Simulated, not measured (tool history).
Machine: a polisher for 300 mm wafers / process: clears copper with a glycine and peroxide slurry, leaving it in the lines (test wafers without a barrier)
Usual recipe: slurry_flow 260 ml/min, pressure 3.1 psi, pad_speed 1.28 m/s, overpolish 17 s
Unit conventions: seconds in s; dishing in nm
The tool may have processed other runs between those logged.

| run | hour | slurry_flow | pressure | pad_speed | overpolish | wafers since the last listed run | wafers polished on this pad | hours since the slurry nozzle was cleaned | hours since the head pressure was calibrated | incoming thickness of the incoming film, nm | seconds | dishing |
|---|---|---|---|---|---|---|---|---|---|---|---|---|
| 1 | 0.0 | 260 | 3.1 | 1.42 | 17 | 0 | 2317 | 51.3 | 162.8 | 553.8 | 58.0 | 83.3 |
|  | 25.1 | worn pad replaced by a new one |
| 2 | 47.1 | 260 | 3.1 | 1.42 | 17 | 522 | 266 | 98.4 | 209.9 | 559.2 | 61.3 | 85.9 |
| 3 | 112.1 | 260 | 3.1 | 1.42 | 17 | 788 | 1054 | 163.4 | 274.9 | 549.8 | 59.6 | 86.0 |
| 4 | 182.5 | 260 | 3.1 | 1.28 | 24 | 853 | 1908 | 233.8 | 345.3 | 552.3 | 65.2 | 96.1 |
|  | 219.5 | slurry nozzle cleaned |
|  | 243.3 | worn pad replaced by a new one |
| 5 | 249.8 | 260 | 3.1 | 1.16 | 17 | 755 | 78 | 30.3 | 412.6 | 549.2 | 70.3 | 74.6 |
| 6 | 311.4 | 260 | 3.1 | 1.28 | 17 | 747 | 825 | 91.9 | 474.2 | 563.6 | 67.8 | 79.4 |
|  | 477.9 | worn pad replaced by a new one |
| 7 | 481.8 | 260 | 3.1 | 1.28 | 17 | 2017 | 46 | 262.3 | 644.6 | 548.3 | 68.3 | 78.8 |
|  | 485.6 | head pressure recalibrated |
| 8 | 524.4 | 260 | 3.1 | 1.28 | 17 | 492 | 539 | 304.9 | 38.8 | 566.6 | 56.4 | 90.2 |
|  | 549.8 | slurry nozzle cleaned |
|  | 691.4 | worn pad replaced by a new one |
| 9 | 700.6 | 185 | 3.1 | 1.28 | 17 | 2076 | 110 | 150.8 | 215.0 | 556.3 | 58.3 | 88.6 |
|  | 735.6 | head pressure recalibrated, repeated, since the last time left the tool worse |
| 10 | 749.9 | 195 | 2.3 | 1.28 | 10 | 573 | 684 | 200.1 | 14.3 | 557.6 | 83.7 | 44.6 |
| 11 | 781.8 | 260 | 3.1 | 1.28 | 17 | 386 | 1071 | 232.0 | 46.2 | 554.4 | 63.3 | 85.1 |

Run 12 is up next; what results do you expect?
| 12 | 845.6 | 345 | 3.1 | 1.28 | 17 | 773 | 1845 | 295.8 | 110.0 | 545.0 | ? | ? |

{"run 12": {"seconds": 60.3, "dishing": 81.1}}
If the tool had no hidden condition, the same run with the same run-to-run variation would have returned seconds 59.5 s, dishing 81.9 nm.

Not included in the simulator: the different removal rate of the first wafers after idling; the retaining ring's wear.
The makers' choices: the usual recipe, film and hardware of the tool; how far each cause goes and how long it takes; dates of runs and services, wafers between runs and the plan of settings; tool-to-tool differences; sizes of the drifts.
